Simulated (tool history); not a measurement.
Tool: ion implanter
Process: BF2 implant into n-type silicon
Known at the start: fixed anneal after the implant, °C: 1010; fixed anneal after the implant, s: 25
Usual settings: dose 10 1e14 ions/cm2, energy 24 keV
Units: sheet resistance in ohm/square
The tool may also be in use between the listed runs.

| run | hour | dose | energy | read-back reference wafer on the same gauge, sheet resistance | sheet resistance |
|---|---|---|---|---|---|
| 1 | 0 | 7.99 | 19 | 177.16 | 189.47 |
| 2 | 65.6 | 7.99 | 19 | 177.02 | 189.05 |
| 3 | 165 | 10 | 24 | 176.99 | 157.59 |
|  | 234.5 | Faraday cup replaced and dose calibrated |
| 4 | 263.6 | 10 | 24 | 176.94 | 159.05 |
| 5 | 351.6 | 8.3 | 19.5 | 176.98 | 185.35 |
| 6 | 414.6 | 8.3 | 19.5 | 176.94 | 185.54 |
| 7 | 487.8 | 10 | 24 | 176.88 | 158.85 |
| 8 | 551.4 | 10 | 24 | 177.11 | 159 |
| 9 | 599.8 | 8.99 | 24 | 176.92 | 166.91 |
|  | 668.9 | extraction supply calibrated |
| 10 | 696.1 | 10 | 29 | 177.01 | 150.78 |
| 11 | 752.8 | 10 | 24 | 176.93 | 160.69 |
| 12 | 795.9 | 10 | 24 | 176.93 | 160.45 |
| 13 | 861.9 | 10 | 24 | 176.92 | 160.34 |
| 14 | 937.1 | 7.37 | 26 | 177.07 | 183.12 |
| 15 | 1007.4 | 9.18 | 27 | 177.08 | 160.36 |
| 16 | 1052.9 | 10 | 24 | 177.09 | 160.28 |
| 17 | 1127.1 | 8.76 | 28 | 177.09 | 161.81 |
| 18 | 1230.2 | 11.34 | 29 | 176.98 | 141.76 |
| 19 | 1320.1 | 11.4 | 24 | 177.06 | 151.44 |
| 20 | 1400 | 12.62 | 28.5 | 177 | 137.55 |
|  | 1487.3 | Faraday cup replaced and dose calibrated |
|  | 1491.9 | gauge calibrated |
| 21 | 1501.9 | 12.5 | 17.5 | 177.04 | 166.4 |
| 22 | 1578.4 | 10 | 28.5 | 176.94 | 151.99 |
| 23 | 1671.1 | 8.43 | 30 | 177.05 | 163.61 |
| 24 | 1707.5 | 7.74 | 31 | 176.99 | 171.74 |
| 25 | 1783.5 | 10 | 24 | 177.03 | 160.54 |
| 26 | 1873.2 | 11.48 | 31 | 176.92 | 138.61 |

5 ways to go on from here, each from the tool as it stands after run 26. What would each give?
| A | 1873.6 | 10 | 24 | ? | ? |
| B | 1873.6 | 11.58 | 28 | ? | ? |
| C | 1873.6 | 7.56 | 29 | ? | ? |
| D | 1873.6 | 8.5 | 24 | ? | ? |
| E | 1873.6 | 9.16 | 18 | ? | ? |

| run | read-back reference wafer on the same gauge, sheet resistance | sheet resistance |
|---|---|---|
| A | 177.02 | 160.81 |
| B | 177.02 | 143.6 |
| C | 177.02 | 176.63 |
| D | 177.02 | 173.88 |
| E | 177.02 | 183.63 |
Without the tool's hidden state the same runs would have given:
| run | sheet resistance |
|---|---|
| A | 161.75 |
| B | 144.5 |
| C | 177.44 |
| D | 174.8 |
| E | 184.64 |

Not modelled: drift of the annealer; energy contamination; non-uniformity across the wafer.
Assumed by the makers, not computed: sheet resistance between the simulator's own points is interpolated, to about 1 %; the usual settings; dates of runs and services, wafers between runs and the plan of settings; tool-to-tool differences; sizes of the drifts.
